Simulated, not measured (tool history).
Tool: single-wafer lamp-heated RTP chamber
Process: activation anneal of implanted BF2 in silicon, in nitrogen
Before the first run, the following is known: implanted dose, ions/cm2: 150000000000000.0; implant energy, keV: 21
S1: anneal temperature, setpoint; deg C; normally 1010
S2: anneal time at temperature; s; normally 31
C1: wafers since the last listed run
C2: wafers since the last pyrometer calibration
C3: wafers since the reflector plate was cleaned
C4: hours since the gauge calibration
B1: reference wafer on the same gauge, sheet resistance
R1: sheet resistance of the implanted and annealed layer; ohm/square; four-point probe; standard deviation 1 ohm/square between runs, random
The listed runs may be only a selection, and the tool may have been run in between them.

run	hour	S1	S2	C1	C2	C3	C4	B1	R1
1	0.0	1010	31	0	3207	663	62.2	603.27	682.47
2	20.0	1018	39	319	3526	983	82.2	602.56	678.68
3	45.3	1018	39	404	3931	1387	107.5	602.79	676.21
4	63.4	1018	39	289	4220	1676	125.6	603.14	677.92
5	87.3	1010	31	382	4602	2058	149.5	602.76	682.33
6	122.7	1010	31	565	5168	2624	184.9	602.88	681.65
7	147.8	1010	31	401	5569	3025	210.0	603.08	679.78
8	165.3	1010	31	279	5849	3305	227.5	602.70	683.25
9	185.3	1010	31	319	6168	3625	247.5	603.17	681.59
# hour 207.1: pyrometer window cleaned and pyrometer calibrated
10	207.6	1010	31	228	8	3853	269.8	602.77	680.54
# hour 217.0: reflector plate cleaned
11	217.5	1019	31	30	38	8	279.7	602.65	679.52
12	241.9	1019	31	389	428	398	304.1	603.10	678.80
13	343.8	1019	31	1628	2057	2027	406.0	603.24	679.64
14	379.1	1032	31	564	2621	2591	441.3	602.98	675.65
15	411.6	1032	31	519	3141	3111	473.8	603.10	677.38
16	431.6	996	31	319	3460	3430	493.8	602.90	684.81
17	462.4	1010	31	492	3952	3923	524.6	603.26	682.98
18	486.5	1010	26	385	4338	4308	548.7	603.38	683.18
19	518.1	1010	18	505	4843	4813	580.3	602.56	687.86
20	533.8	1002	26	250	5094	5064	596.0	603.01	685.88
# hour 543.4: reflector plate cleaned
21	548.0	1010	31	99	5193	73	610.2	603.24	681.97
22	564.7	1034	41	266	5460	340	626.9	602.93	669.57
23	580.8	1010	31	257	5717	597	643.0	603.04	680.06
# hour 596.5: pyrometer window cleaned and pyrometer calibrated
24	597.0	1010	31	131	8	728	659.2	603.12	682.44
# hour 606.4: gauge calibrated
25	610.3	984	31	212	221	941	3.9	602.80	688.41
26	636.6	1018	14	420	641	1361	30.2	602.79	687.90
27	649.3	983	16	202	844	1564	42.9	603.21	694.32
28	682.4	1010	31	529	1373	2093	76.0	602.47	680.61
29	777.6	1038	31	1521	2895	3615	171.2	603.02	671.96
30	803.5	1036	19	413	3308	4029	197.1	602.99	682.19
# hour 841.0: reflector plate cleaned
31	841.5	1010	49	479	3788	8	235.1	603.10	677.68
32	851.5	992	26	159	3948	168	245.1	602.93	687.27
33	874.2	1018	39	362	4311	531	267.8	602.98	677.58
34	958.8	990	15	1352	5663	1883	352.4	603.07	690.47
35	987.7	1022	46	461	6125	2345	381.3	602.90	671.28
# hour 998.4: pyrometer window cleaned and pyrometer calibrated
36	1002.6	982	39	110	67	2455	396.2	602.89	687.95
37	1018.6	1010	17	255	323	2711	412.2	603.34	685.63
38	1048.7	1027	26	481	804	3192	442.3	602.83	679.73

Below are 3 alternative next runs, each starting from the tool's condition after run 38. Predict each:
A	1049.1	1010	31	6	810	3198	442.7	?	?
B	1049.1	1002	42	6	810	3198	442.7	?	?
C	1049.1	986	20	6	810	3198	442.7	?	?

run	B1	R1
A	602.77	680.37
B	602.77	678.76
C	602.77	690.47
Without the tool's unlogged condition, the same runs would have read:
run	R1
A	680.37
B	678.76
C	690.47
